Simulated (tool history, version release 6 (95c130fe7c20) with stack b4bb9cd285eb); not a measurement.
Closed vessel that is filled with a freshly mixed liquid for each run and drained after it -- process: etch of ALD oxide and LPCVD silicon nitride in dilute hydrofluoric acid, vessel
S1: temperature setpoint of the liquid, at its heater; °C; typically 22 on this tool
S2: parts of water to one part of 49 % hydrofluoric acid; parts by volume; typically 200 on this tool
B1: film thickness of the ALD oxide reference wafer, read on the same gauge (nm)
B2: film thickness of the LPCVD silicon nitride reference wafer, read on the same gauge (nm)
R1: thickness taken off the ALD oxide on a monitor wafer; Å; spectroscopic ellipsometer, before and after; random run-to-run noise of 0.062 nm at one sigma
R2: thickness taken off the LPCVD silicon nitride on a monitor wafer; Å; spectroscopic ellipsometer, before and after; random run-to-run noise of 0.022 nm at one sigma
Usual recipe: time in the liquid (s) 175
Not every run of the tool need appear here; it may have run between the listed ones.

{"run": 1, "day": 0.0, "S1": 22, "S2": 200, "time in the liquid (s)": 175, "B1": 70, "B2": 89.996, "R1": 86.9, "R2": 5.01}
{"day": 0.442, "done": "thermometer replaced"}
{"run": 2, "day": 1.558, "S1": 22, "S2": 200, "time in the liquid (s)": 175, "B1": 70.04, "B2": 90.001, "R1": 84, "R2": 4.52}
{"run": 3, "day": 3.783, "S1": 22, "S2": 200, "time in the liquid (s)": 175, "B1": 70.02, "B2": 90.007, "R1": 83.5, "R2": 4.11}
{"run": 4, "day": 6.625, "S1": 22, "S2": 200, "time in the liquid (s)": 175, "B1": 70, "B2": 90.01, "R1": 83.4, "R2": 4.76}
{"run": 5, "day": 10.321, "S1": 24.5, "S2": 200, "time in the liquid (s)": 200, "B1": 70.03, "B2": 89.989, "R1": 106.3, "R2": 6.3}
{"run": 6, "day": 12.212, "S1": 22, "S2": 200, "time in the liquid (s)": 135, "B1": 69.99, "B2": 89.987, "R1": 65.5, "R2": 3.73}
{"run": 7, "day": 14.483, "S1": 22, "S2": 200, "time in the liquid (s)": 135, "B1": 69.98, "B2": 90, "R1": 66.1, "R2": 3.62}
{"run": 8, "day": 17.5, "S1": 22, "S2": 200, "time in the liquid (s)": 175, "B1": 69.99, "B2": 90.027, "R1": 86.8, "R2": 4.4}
{"run": 9, "day": 20.525, "S1": 22, "S2": 125, "time in the liquid (s)": 150, "B1": 70, "B2": 90.046, "R1": 129.3, "R2": 6.49}
{"run": 10, "day": 24.779, "S1": 22, "S2": 200, "time in the liquid (s)": 175, "B1": 70.03, "B2": 90.004, "R1": 87.4, "R2": 5.17}
{"day": 25.454, "done": "thermometer replaced"}
{"run": 11, "day": 28.958, "S1": 22, "S2": 200, "time in the liquid (s)": 175, "B1": 69.96, "B2": 90.011, "R1": 84.2, "R2": 4.67}
{"run": 12, "day": 31.725, "S1": 22, "S2": 140, "time in the liquid (s)": 175, "B1": 70.04, "B2": 90.004, "R1": 128.8, "R2": 6.3}
{"run": 13, "day": 33.388, "S1": 22, "S2": 200, "time in the liquid (s)": 175, "B1": 70.05, "B2": 90.033, "R1": 83.7, "R2": 4.95}
{"run": 14, "day": 35.308, "S1": 24, "S2": 230, "time in the liquid (s)": 175, "B1": 69.96, "B2": 90.029, "R1": 78, "R2": 4.36}
{"run": 15, "day": 39.012, "S1": 22, "S2": 200, "time in the liquid (s)": 145, "B1": 70.03, "B2": 89.987, "R1": 70.8, "R2": 3.67}
{"day": 39.196, "done": "gauge calibrated"}
{"run": 16, "day": 42.988, "S1": 22, "S2": 200, "time in the liquid (s)": 95, "B1": 69.99, "B2": 89.993, "R1": 46.7, "R2": 2.64}
{"day": 48.0, "done": "thermometer replaced"}
{"run": 17, "day": 54.338, "S1": 24, "S2": 200, "time in the liquid (s)": 250, "B1": 69.99, "B2": 90, "R1": 130.7, "R2": 7.12}
{"run": 18, "day": 57.521, "S1": 22, "S2": 130, "time in the liquid (s)": 210, "B1": 69.97, "B2": 89.993, "R1": 168.6, "R2": 8.71}
{"day": 58.783, "done": "hydrofluoric acid flow meter replaced"}
{"run": 19, "day": 60.912, "S1": 19.5, "S2": 270, "time in the liquid (s)": 115, "B1": 70.01, "B2": 89.981, "R1": 35.5, "R2": 2.15}
{"run": 20, "day": 65.212, "S1": 22, "S2": 200, "time in the liquid (s)": 175, "B1": 69.98, "B2": 89.988, "R1": 86.9, "R2": 4.71}
{"run": 21, "day": 67.054, "S1": 25, "S2": 200, "time in the liquid (s)": 175, "B1": 69.99, "B2": 90.028, "R1": 96.8, "R2": 5.8}
{"day": 70.829, "done": "thermometer replaced"}
{"run": 22, "day": 70.846, "S1": 20, "S2": 200, "time in the liquid (s)": 175, "B1": 69.99, "B2": 89.99, "R1": 78.2, "R2": 3.97}
{"run": 23, "day": 75.246, "S1": 22, "S2": 200, "time in the liquid (s)": 175, "B1": 70.02, "B2": 90.027, "R1": 84.4, "R2": 4.3}
{"run": 24, "day": 77.546, "S1": 22, "S2": 200, "time in the liquid (s)": 175, "B1": 70, "B2": 89.986, "R1": 85, "R2": 4.99}
{"run": 25, "day": 81.962, "S1": 26, "S2": 155, "time in the liquid (s)": 265, "B1": 70.01, "B2": 89.992, "R1": 204.8, "R2": 10.9}

Here are 4 independent what-if runs from the current tool condition. What would each one return?
{"run": "A", "day": 81.992, "S1": 22, "S2": 200, "time in the liquid (s)": 175, "B1": "?", "B2": "?", "R1": "?", "R2": "?"}
{"run": "B", "day": 81.992, "S1": 19.5, "S2": 200, "time in the liquid (s)": 175, "B1": "?", "B2": "?", "R1": "?", "R2": "?"}
{"run": "C", "day": 81.992, "S1": 22, "S2": 145, "time in the liquid (s)": 120, "B1": "?", "B2": "?", "R1": "?", "R2": "?"}
{"run": "D", "day": 81.992, "S1": 24.5, "S2": 160, "time in the liquid (s)": 270, "B1": "?", "B2": "?", "R1": "?", "R2": "?"}

run=A B1=69.97 B2=89.986 R1=85.5 R2=4.87
run=B B1=69.97 B2=89.986 R1=77.8 R2=4.14
run=C B1=69.97 B2=89.986 R1=85.8 R2=4.58
run=D B1=69.97 B2=89.986 R1=189.2 R2=10.99
The same runs, with their run-to-run variation unchanged, on a tool lacking any hidden condition would have given:
run=A R1=82.8 R2=4.61
run=B R1=75.3 R2=3.92
run=C R1=83 R2=4.34
run=D R1=183.3 R2=10.41
